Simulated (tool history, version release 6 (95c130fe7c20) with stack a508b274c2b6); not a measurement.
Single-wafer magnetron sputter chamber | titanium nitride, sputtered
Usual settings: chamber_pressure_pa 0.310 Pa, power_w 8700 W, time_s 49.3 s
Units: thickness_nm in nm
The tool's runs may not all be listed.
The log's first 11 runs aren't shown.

run,hour,chamber_pressure_pa,power_w,time_s,"read-back reference wafer on the same gauge, thickness_nm",thickness_nm
12,258.2,0.253,8700,43.4,86.466,83.624
# hour 290.3: magnet pack replaced
13,290.8,0.253,8700,43.4,86.422,82.441
# hour 307.2: capacitance manometer re-zeroed and calibrated
14,307.7,0.310,8700,49.3,86.404,91.328
# hour 317.6: gauge calibrated
15,319.6,0.245,8700,49.3,86.430,93.574
16,340.2,0.360,10700,42.4,86.266,95.224
17,352.8,0.245,8700,49.3,86.386,92.612
# hour 371.7: sputter target and shields replaced
18,372.2,0.211,8050,49.3,86.443,88.889
19,404.3,0.310,8700,49.3,86.352,92.677
20,439.7,0.310,8700,49.3,86.322,92.218
21,456.2,0.189,8700,59.1,86.494,115.108
22,472.2,0.401,7950,41.7,86.463,68.624
# hour 503.7: sputter target and shields replaced
23,504.2,0.262,7700,52.4,86.384,89.089
24,529.6,0.419,8100,59.1,86.479,100.341
25,553.2,0.310,8700,41.6,86.401,77.628
26,568.0,0.237,9550,52.4,86.457,110.756
27,594.1,0.383,10500,49.3,86.403,109.049
28,616.5,0.310,8700,58.1,86.294,107.837
# hour 631.2: sputter target and shields replaced
29,632.6,0.310,8700,49.3,86.391,93.952
30,653.4,0.310,10350,49.3,86.280,110.755
31,673.6,0.237,9550,52.4,86.428,110.678

4 ways to go on from here, each from the tool as it stands after run 31. What would each give?
A,674.0,0.310,8700,49.3,?,?
B,674.0,0.310,8150,49.3,?,?
C,674.0,0.310,8700,58.0,?,?
D,674.0,0.241,7200,53.6,?,?

run,"read-back reference wafer on the same gauge, thickness_nm",thickness_nm
A,86.330,93.498
B,86.330,87.587
C,86.330,109.998
D,86.330,85.978
Without the tool's hidden state the same runs would have given:
run,thickness_nm
A,94.268
B,88.308
C,110.903
D,86.686
